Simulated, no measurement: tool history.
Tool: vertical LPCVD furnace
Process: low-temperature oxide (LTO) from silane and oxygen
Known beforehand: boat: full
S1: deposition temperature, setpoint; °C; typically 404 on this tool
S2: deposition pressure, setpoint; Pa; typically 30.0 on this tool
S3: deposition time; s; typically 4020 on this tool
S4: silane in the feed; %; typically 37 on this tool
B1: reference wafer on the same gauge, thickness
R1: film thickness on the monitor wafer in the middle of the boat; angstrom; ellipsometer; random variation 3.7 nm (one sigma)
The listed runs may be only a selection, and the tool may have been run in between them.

run    hour   S1    S2    S3  S4      B1      R1
  1     0.0  407  30.0  4020  37  682.43  6278.9
  2    80.8  404  30.0  4020  37  683.80  6087.6
  3   149.1  404  30.0  4020  37  683.11  6095.6
  4   210.4  404  30.0  4020  37  681.46  6154.4
  5   280.2  404  30.0  4020  37  681.71  6167.5
  6   319.9  404  30.0  4020  37  681.96  6114.5
  7   413.2  404  30.0  4020  37  681.90  6170.8
  8   471.3  401  30.0  4020  37  680.60  5899.4
  9   517.6  401  30.0  4020  37  682.10  5957.9
 10   623.8  404  30.0  4020  37  682.08  6162.0
 11   674.0  404  30.0  4020  37  682.25  6155.3
 12   721.2  404  30.0  4020  37  683.30  6165.4
 13   761.7  404  33.3  4020  37  683.14  6824.5
 14   977.4  404  30.0  4020  37  682.78  6198.4
     1041.8  -- gauge calibrated
 15  1044.2  415  33.3  4020  37  682.06  7730.5
 16  1083.8  404  24.0  3360  37  682.19  4040.9
     1138.7  -- thermocouples replaced and temperature profile calibrated
     1159.2  -- silane flow controller replaced
 17  1171.0  395  30.0  4020  37  679.93  5211.5
     1258.6  -- pressure gauge zeroed
 18  1262.6  404  30.0  4020  37  681.99  6214.1
 19  1334.3  400  30.0  2580  37  680.65  3817.7
 20  1388.2  404  30.0  2610  37  682.38  4079.9
 21  1440.6  412  30.0  4020  44  681.81  8293.7
 22  1488.6  394  37.3  4980  37  681.52  8569.8
 23  1545.5  404  30.0  4020  37  682.58  6226.9
 24  1599.7  408  30.0  4020  39  681.93  6964.0
 25  1669.3  404  36.0  4020  37  682.52  7394.9
 26  1732.8  404  30.0  4650  37  681.41  7176.5

Predict each of these 3 candidate next runs independently; none follows another, all start after run 26:
  A  1738.7  404  30.0  4020  37   ?   ?
  B  1738.7  404  30.0  5100  43   ?   ?
  C  1738.7  399  30.0  5040  37   ?   ?

run      B1      R1
  A  681.14  6294.3
  B  681.14  9527.5
  C  681.14  7462.1
The same runs, with their run-to-run variation unchanged, on a tool lacking any hidden condition would have given:
run      R1
  A  6205.4
  B  9397.0
  C  7355.4
